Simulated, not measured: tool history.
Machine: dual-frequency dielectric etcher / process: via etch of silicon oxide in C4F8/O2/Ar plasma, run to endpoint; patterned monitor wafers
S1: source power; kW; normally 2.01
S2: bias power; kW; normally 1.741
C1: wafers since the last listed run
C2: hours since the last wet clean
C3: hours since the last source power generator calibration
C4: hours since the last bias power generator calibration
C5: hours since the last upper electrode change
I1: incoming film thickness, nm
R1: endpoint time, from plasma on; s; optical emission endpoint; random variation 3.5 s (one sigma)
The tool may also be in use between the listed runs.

run    hour    S1     S2    C1     C2      C3      C4      C5      I1     R1
  1       0  1.76  1.427     0    415  1384.4  1021.6  1931.9    2235  536.8
      117.4  -- wet clean of the chamber
  2   117.9  2.01   1.53   377    0.5  1502.3  1139.5  2049.8  2250.5  482.6
  3   186.1  2.01   1.53   274   68.7  1570.5  1207.7    2118  2212.3  474.3
  4   239.3  2.01   1.53   213  121.9  1623.7  1260.9  2171.2  2213.8  471.1
  5   281.7  1.76  1.741   170  164.3  1666.1  1303.3  2213.6  2229.2    500
      346.6  -- source power generator calibrated
  6   366.4  1.76  1.741   324    249    19.8    1388  2298.3  2199.7  499.8
  7   448.5  1.76  1.741   329  331.1   101.9  1470.1  2380.4  2219.1  507.9
      527.9  -- wet clean of the chamber
  8   530.9  2.01  1.741   234      3   184.3  1552.5  2462.8  2247.4  490.9
  9     623  2.01  1.741   370   95.1   276.4  1644.6  2554.9  2222.4  491.2
 10   714.8  2.01  1.741   368  186.9   368.2  1736.4  2646.7  2229.2  493.9
 11   817.3  2.01  1.741   411  289.4   470.7  1838.9  2749.2  2222.7  494.2
 12   858.5  2.01  1.741   165  330.6   511.9  1880.1  2790.4  2241.6  507.8
      898.9  -- wet clean of the chamber, repeated, since the last time left the tool worse
 13   918.6  2.01  1.973   145   19.7     572  1940.2  2850.5  2237.3  449.3
 14  1003.7   1.9  1.741   341  104.8   657.1  2025.3  2935.6  2234.8  480.5
 15  1087.4  2.46  1.427   336  188.5   740.8    2109  3019.3    2235  445.2
 16  1192.3  2.23  1.463   421  293.4   845.7  2213.9  3124.2  2230.3  477.2
 17  1267.6  2.01  1.741   302  368.7     921  2289.2  3199.5  2218.1  473.5
     1363.5  -- upper electrode replaced
 18  1366.1  1.73   1.49   299  467.2  1019.5  2387.7     2.6  2257.4  547.9
       1420  -- wet clean of the chamber
 19  1428.1  2.29  1.859   152    8.1  1081.5  2449.7    64.6  2214.8  429.4
 20  1531.2  2.31   1.88   414  111.2  1184.6  2552.8   167.7    2244  437.5
 21  1614.4  2.01  2.115   334  194.4  1267.8    2636   250.9  2237.2  461.6
 22  1699.1   2.4  1.881   340  279.1  1352.5  2720.7   335.6  2252.1  436.2
     1768.3  -- bias power generator calibrated
 23  1768.8  1.53  2.011   263  348.8  1422.2     0.5   405.3    2252  536.2
 24  1817.7  1.72  1.367   196  397.7  1471.1    49.4   454.2  2228.7  548.1
     1839.2  -- source power generator calibrated
 25  1863.5  2.01  1.741   167  443.5    24.3    95.2     500  2208.3  471.1
 26  1920.5  2.29  1.859   229  500.5    81.3   152.2     557  2229.2  449.5
     1948.6  -- wet clean of the chamber
 27    1971  1.62  1.741   106   22.4   131.8   202.7   607.5  2246.9  523.5
 28  2028.8  2.01  1.595   232   80.2   189.6   260.5   665.3  2231.6  470.9
 29  2320.5  2.01  1.871  1171  371.9   481.3   552.2     957  2251.1  473.5

Predict each of these 4 candidate next runs independently; none follows another, all start after run 29:
  A  2321  2.01  1.741   2  372.4  481.8  552.7  957.5  2251.8   ?
  B  2321  2.19  1.741   2  372.4  481.8  552.7  957.5  2251.8   ?
  C  2321  2.16  2.096   2  372.4  481.8  552.7  957.5  2251.8   ?
  D  2321  1.64  1.473   2  372.4  481.8  552.7  957.5  2251.8   ?

run     R1
  A  477.6
  B    458
  C  441.4
  D  549.7
Stripped of hidden state, with their random variation kept, the same runs would have yielded:
run     R1
  A  466.1
  B    447
  C  430.8
  D  536.4
